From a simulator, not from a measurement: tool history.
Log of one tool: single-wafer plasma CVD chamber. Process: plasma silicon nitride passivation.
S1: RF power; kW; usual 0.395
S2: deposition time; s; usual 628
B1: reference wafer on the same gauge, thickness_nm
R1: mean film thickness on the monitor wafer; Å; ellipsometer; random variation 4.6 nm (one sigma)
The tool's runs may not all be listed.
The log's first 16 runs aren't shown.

{"run": 17, "hour": 1404.9, "S1": 0.395, "S2": 549, "B1": 855.108, "R1": 7974.16}
{"run": 18, "hour": 1506.2, "S1": 0.395, "S2": 628, "B1": 855.116, "R1": 9159.23}
{"run": 19, "hour": 1574.0, "S1": 0.395, "S2": 628, "B1": 853.963, "R1": 9172.71}
{"run": 20, "hour": 1667.5, "S1": 0.455, "S2": 628, "B1": 855.683, "R1": 9528.08}
{"run": 21, "hour": 1773.1, "S1": 0.46, "S2": 628, "B1": 854.198, "R1": 9488.16}
{"run": 22, "hour": 1854.0, "S1": 0.42, "S2": 590, "B1": 852.63, "R1": 8673.12}
{"run": 23, "hour": 2153.1, "S1": 0.43, "S2": 677, "B1": 852.773, "R1": 9999.74}
{"run": 24, "hour": 2210.1, "S1": 0.46, "S2": 749, "B1": 854.473, "R1": 11152.49}
{"run": 25, "hour": 2262.4, "S1": 0.33, "S2": 578, "B1": 855.321, "R1": 7814.86}
{"hour": 2285.5, "done": "gauge calibrated"}
{"run": 26, "hour": 2322.4, "S1": 0.44, "S2": 536, "B1": 854.335, "R1": 7948.35}
{"hour": 2390.8, "done": "RF generator calibrated"}
{"run": 27, "hour": 2405.2, "S1": 0.435, "S2": 716, "B1": 855.462, "R1": 10886.25}
{"run": 28, "hour": 2467.5, "S1": 0.355, "S2": 737, "B1": 854.588, "R1": 10410.33}
{"hour": 2488.8, "done": "showerhead replaced"}
{"run": 29, "hour": 2538.5, "S1": 0.395, "S2": 628, "B1": 853.748, "R1": 9160.52}
{"run": 30, "hour": 2643.4, "S1": 0.42, "S2": 668, "B1": 853.392, "R1": 9782.93}
{"run": 31, "hour": 2696.3, "S1": 0.36, "S2": 526, "B1": 854.2, "R1": 7372.37}
{"run": 32, "hour": 2786.2, "S1": 0.395, "S2": 562, "B1": 854.453, "R1": 8111.04}
{"run": 33, "hour": 2875.4, "S1": 0.325, "S2": 628, "B1": 853.544, "R1": 8513.56}
{"run": 34, "hour": 2943.9, "S1": 0.345, "S2": 568, "B1": 855.699, "R1": 7864.62}
{"run": 35, "hour": 3002.1, "S1": 0.435, "S2": 570, "B1": 853.954, "R1": 8510.8}
{"run": 36, "hour": 3075.8, "S1": 0.395, "S2": 628, "B1": 853.716, "R1": 9097.96}
{"run": 37, "hour": 3127.1, "S1": 0.395, "S2": 628, "B1": 854.496, "R1": 8971.26}
{"run": 38, "hour": 3215.3, "S1": 0.445, "S2": 706, "B1": 851.998, "R1": 10417.2}
{"run": 39, "hour": 3262.9, "S1": 0.44, "S2": 578, "B1": 854.063, "R1": 8539.87}
{"run": 40, "hour": 3301.0, "S1": 0.395, "S2": 628, "B1": 853.432, "R1": 8975.89}
{"run": 41, "hour": 3387.6, "S1": 0.435, "S2": 748, "B1": 854.72, "R1": 11100.15}

Run 42 comes next. What will it give?
{"run": 42, "hour": 3492.7, "S1": 0.46, "S2": 699, "B1": "?", "R1": "?"}

B1: 854.521
R1: 10456.33 Å
Without the tool's hidden state the same run would have given R1 10711.55 Å.
